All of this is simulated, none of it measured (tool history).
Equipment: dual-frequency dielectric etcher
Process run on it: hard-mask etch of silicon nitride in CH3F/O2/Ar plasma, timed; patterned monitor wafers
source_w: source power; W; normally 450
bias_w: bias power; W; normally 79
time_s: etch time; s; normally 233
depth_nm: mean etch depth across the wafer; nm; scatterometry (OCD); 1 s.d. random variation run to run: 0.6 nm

| run | hour | source_w | bias_w | time_s | wafers since the last listed run | hours since the last wet clean | hours since the last source power generator calibration | hours since the last bias power generator calibration | hours since the last upper electrode change | hours since the gauge calibration | read-back reference wafer on the same gauge, depth_nm | depth_nm |
|---|---|---|---|---|---|---|---|---|---|---|---|---|
| 1 | 0 | 450 | 79 | 233 | 0 | 359 | 2380.1 | 1284.5 | 5711.1 | 386.9 | 187.9 | 192.8 |
| 2 | 14.3 | 450 | 79 | 233 | 101 | 373.3 | 2394.4 | 1298.8 | 5725.4 | 401.2 | 187.9 | 192.4 |
| 3 | 36.1 | 450 | 88 | 233 | 155 | 395.1 | 2416.2 | 1320.6 | 5747.2 | 423 | 187.9 | 202.4 |
|  | 61.4 | wet clean of the chamber |
| 4 | 61.9 | 450 | 88 | 233 | 12 | 0.5 | 2442 | 1346.4 | 5773 | 448.8 | 187.9 | 201.7 |
| 5 | 121.9 | 450 | 79 | 233 | 427 | 60.5 | 2502 | 1406.4 | 5833 | 508.8 | 188 | 192.7 |
| 6 | 136.7 | 450 | 79 | 233 | 105 | 75.3 | 2516.8 | 1421.2 | 5847.8 | 523.6 | 188 | 193.4 |
| 7 | 180.5 | 450 | 79 | 233 | 311 | 119.1 | 2560.6 | 1465 | 5891.6 | 567.4 | 187.9 | 193.5 |
| 8 | 199.6 | 450 | 79 | 233 | 136 | 138.2 | 2579.7 | 1484.1 | 5910.7 | 586.5 | 188.1 | 192.4 |
| 9 | 235.3 | 450 | 79 | 233 | 254 | 173.9 | 2615.4 | 1519.8 | 5946.4 | 622.2 | 188 | 192.5 |
|  | 257.7 | gauge calibrated |
| 10 | 261.3 | 450 | 79 | 233 | 185 | 199.9 | 2641.4 | 1545.8 | 5972.4 | 3.6 | 187.8 | 193.2 |
| 11 | 286.6 | 450 | 79 | 233 | 180 | 225.2 | 2666.7 | 1571.1 | 5997.7 | 28.9 | 188 | 191.9 |
| 12 | 309.4 | 450 | 79 | 233 | 162 | 248 | 2689.5 | 1593.9 | 6020.5 | 51.7 | 188.2 | 192.5 |
| 13 | 337.1 | 450 | 79 | 233 | 197 | 275.7 | 2717.2 | 1621.6 | 6048.2 | 79.4 | 188.1 | 193 |
|  | 355.7 | source power generator calibrated |
| 14 | 363.9 | 450 | 79 | 233 | 162 | 302.5 | 8.2 | 1648.4 | 6075 | 106.2 | 188.1 | 192.4 |
|  | 374.2 | bias power generator calibrated |
| 15 | 385.8 | 450 | 79 | 233 | 127 | 324.4 | 30.1 | 11.6 | 6096.9 | 128.1 | 188.1 | 193.4 |
| 16 | 404.9 | 360 | 73 | 206 | 136 | 343.5 | 49.2 | 30.7 | 6116 | 147.2 | 188.2 | 154.4 |
| 17 | 436.5 | 530 | 79 | 233 | 225 | 375.1 | 80.8 | 62.3 | 6147.6 | 178.8 | 188.1 | 203.4 |
|  | 475.9 | upper electrode replaced |
|  | 477.5 | wet clean of the chamber |
| 18 | 478 | 450 | 94 | 210 | 113 | 0.5 | 122.3 | 103.8 | 2.1 | 220.3 | 188 | 186.8 |
| 19 | 478.4 | 450 | 72 | 233 | 2 | 0.9 | 122.7 | 104.2 | 2.5 | 220.7 | 188.2 | 186.1 |
| 20 | 494.3 | 510 | 88 | 178.5 | 113 | 16.8 | 138.6 | 120.1 | 18.4 | 236.6 | 187.8 | 160.3 |
| 21 | 510.1 | 420 | 90 | 233 | 112 | 32.6 | 154.4 | 135.9 | 34.2 | 252.4 | 188 | 198.6 |
| 22 | 531 | 560 | 79 | 233 | 148 | 53.5 | 175.3 | 156.8 | 55.1 | 273.3 | 187.9 | 206.7 |
| 23 | 550.8 | 450 | 79 | 233 | 141 | 73.3 | 195.1 | 176.6 | 74.9 | 293.1 | 188.1 | 193.4 |
| 24 | 570.4 | 450 | 79 | 233 | 139 | 92.9 | 214.7 | 196.2 | 94.5 | 312.7 | 187.9 | 192.1 |
| 25 | 583.7 | 480 | 66 | 258 | 94 | 106.2 | 228 | 209.5 | 107.8 | 326 | 188.3 | 203.7 |
| 26 | 603.9 | 510 | 70 | 253.5 | 143 | 126.4 | 248.2 | 229.7 | 128 | 346.2 | 187.9 | 209.6 |
| 27 | 622.8 | 450 | 79 | 298.5 | 134 | 145.3 | 267.1 | 248.6 | 146.9 | 365.1 | 188.2 | 247.5 |
| 28 | 648.8 | 450 | 79 | 233 | 185 | 171.3 | 293.1 | 274.6 | 172.9 | 391.1 | 188 | 191.9 |

For run 29, what comes out?
| 29 | 669.2 | 450 | 79 | 233 | 145 | 191.7 | 313.5 | 295 | 193.3 | 411.5 | ? | ? |

read-back reference wafer on the same gauge, depth_nm: 188
depth_nm: 194.2 nm
If the tool had no hidden condition, the same run with the same run-to-run variation would have returned depth_nm 194.2 nm.
